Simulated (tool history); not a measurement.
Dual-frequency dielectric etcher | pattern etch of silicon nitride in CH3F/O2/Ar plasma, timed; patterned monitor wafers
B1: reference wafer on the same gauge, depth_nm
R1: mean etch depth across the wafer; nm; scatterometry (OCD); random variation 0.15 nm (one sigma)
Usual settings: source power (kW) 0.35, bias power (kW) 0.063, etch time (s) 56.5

{"run": 1, "day": 0.0, "source power (kW)": 0.35, "bias power (kW)": 0.063, "etch time (s)": 56.5, "B1": 42.63, "R1": 36.32}
{"run": 2, "day": 2.296, "source power (kW)": 0.35, "bias power (kW)": 0.052, "etch time (s)": 56.5, "B1": 42.61, "R1": 33.76}
{"run": 3, "day": 6.575, "source power (kW)": 0.35, "bias power (kW)": 0.052, "etch time (s)": 56.5, "B1": 42.65, "R1": 34}
{"run": 4, "day": 8.771, "source power (kW)": 0.35, "bias power (kW)": 0.063, "etch time (s)": 56.5, "B1": 42.62, "R1": 36.31}
{"day": 10.329, "done": "wet clean of the chamber"}
{"run": 5, "day": 10.646, "source power (kW)": 0.35, "bias power (kW)": 0.063, "etch time (s)": 56.5, "B1": 42.58, "R1": 36.74}
{"run": 6, "day": 13.312, "source power (kW)": 0.35, "bias power (kW)": 0.063, "etch time (s)": 56.5, "B1": 42.52, "R1": 36.45}
{"run": 7, "day": 16.292, "source power (kW)": 0.35, "bias power (kW)": 0.063, "etch time (s)": 56.5, "B1": 42.58, "R1": 36.22}
{"run": 8, "day": 20.458, "source power (kW)": 0.35, "bias power (kW)": 0.067, "etch time (s)": 56.5, "B1": 42.56, "R1": 37.21}
{"day": 24.575, "done": "source power generator calibrated"}
{"run": 9, "day": 25.538, "source power (kW)": 0.4, "bias power (kW)": 0.063, "etch time (s)": 56.5, "B1": 42.65, "R1": 37.62}
{"run": 10, "day": 28.654, "source power (kW)": 0.4, "bias power (kW)": 0.063, "etch time (s)": 56.5, "B1": 42.55, "R1": 37.61}
{"run": 11, "day": 30.6, "source power (kW)": 0.4, "bias power (kW)": 0.063, "etch time (s)": 56.5, "B1": 42.59, "R1": 37.72}
{"run": 12, "day": 32.475, "source power (kW)": 0.28, "bias power (kW)": 0.063, "etch time (s)": 56.5, "B1": 42.57, "R1": 33.05}
{"day": 33.854, "done": "wet clean of the chamber"}
{"run": 13, "day": 35.279, "source power (kW)": 0.35, "bias power (kW)": 0.057, "etch time (s)": 64, "B1": 42.58, "R1": 39}
{"day": 37.025, "done": "bias power generator calibrated"}
{"run": 14, "day": 37.8, "source power (kW)": 0.35, "bias power (kW)": 0.063, "etch time (s)": 56.5, "B1": 42.61, "R1": 35.97}
{"run": 15, "day": 41.783, "source power (kW)": 0.35, "bias power (kW)": 0.063, "etch time (s)": 56.5, "B1": 42.58, "R1": 35.99}
{"run": 16, "day": 44.117, "source power (kW)": 0.35, "bias power (kW)": 0.063, "etch time (s)": 56.5, "B1": 42.58, "R1": 36.24}
{"run": 17, "day": 48.208, "source power (kW)": 0.35, "bias power (kW)": 0.063, "etch time (s)": 68, "B1": 42.53, "R1": 43.46}
{"day": 51.162, "done": "gauge calibrated"}
{"day": 53.288, "done": "upper electrode replaced"}
{"run": 18, "day": 53.308, "source power (kW)": 0.42, "bias power (kW)": 0.063, "etch time (s)": 71.5, "B1": 42.57, "R1": 49.16}
{"run": 19, "day": 56.808, "source power (kW)": 0.35, "bias power (kW)": 0.063, "etch time (s)": 56.5, "B1": 42.63, "R1": 36.33}
{"day": 57.821, "done": "wet clean of the chamber"}
{"run": 20, "day": 61.229, "source power (kW)": 0.35, "bias power (kW)": 0.063, "etch time (s)": 48, "B1": 42.62, "R1": 30.82}
{"run": 21, "day": 65.446, "source power (kW)": 0.35, "bias power (kW)": 0.063, "etch time (s)": 56.5, "B1": 42.56, "R1": 36.35}
{"run": 22, "day": 70.771, "source power (kW)": 0.35, "bias power (kW)": 0.063, "etch time (s)": 45.5, "B1": 42.61, "R1": 29.21}
{"run": 23, "day": 72.762, "source power (kW)": 0.3, "bias power (kW)": 0.063, "etch time (s)": 56.5, "B1": 42.51, "R1": 34.38}
{"run": 24, "day": 77.217, "source power (kW)": 0.35, "bias power (kW)": 0.063, "etch time (s)": 63, "B1": 42.62, "R1": 40.48}
{"day": 78.954, "done": "wet clean of the chamber"}
{"run": 25, "day": 79.592, "source power (kW)": 0.35, "bias power (kW)": 0.063, "etch time (s)": 50.5, "B1": 42.61, "R1": 32.35}
{"run": 26, "day": 82.279, "source power (kW)": 0.26, "bias power (kW)": 0.055, "etch time (s)": 70.5, "B1": 42.56, "R1": 38.33}
{"run": 27, "day": 86.283, "source power (kW)": 0.28, "bias power (kW)": 0.071, "etch time (s)": 68, "B1": 42.63, "R1": 42.38}
{"run": 28, "day": 88.104, "source power (kW)": 0.3, "bias power (kW)": 0.058, "etch time (s)": 72.5, "B1": 42.56, "R1": 42.78}
{"run": 29, "day": 89.833, "source power (kW)": 0.35, "bias power (kW)": 0.053, "etch time (s)": 56.5, "B1": 42.58, "R1": 34.39}
{"run": 30, "day": 93.0, "source power (kW)": 0.42, "bias power (kW)": 0.063, "etch time (s)": 56.5, "B1": 42.59, "R1": 39.16}

Forecast each of these 4 alternatives for the next run:
{"run": "A", "day": 93.017, "source power (kW)": 0.35, "bias power (kW)": 0.063, "etch time (s)": 56.5, "B1": "?", "R1": "?"}
{"run": "B", "day": 93.017, "source power (kW)": 0.38, "bias power (kW)": 0.074, "etch time (s)": 42.5, "B1": "?", "R1": "?"}
{"run": "C", "day": 93.017, "source power (kW)": 0.43, "bias power (kW)": 0.074, "etch time (s)": 56.5, "B1": "?", "R1": "?"}
{"run": "D", "day": 93.017, "source power (kW)": 0.35, "bias power (kW)": 0.063, "etch time (s)": 69.5, "B1": "?", "R1": "?"}

run=A B1=42.63 R1=36.33
run=B B1=42.63 R1=29.89
run=C B1=42.63 R1=41.66
run=D B1=42.63 R1=44.68
Without the tool's hidden state the same runs would have given:
run=A R1=35.8
run=B R1=29.46
run=C R1=41.07
run=D R1=44.04
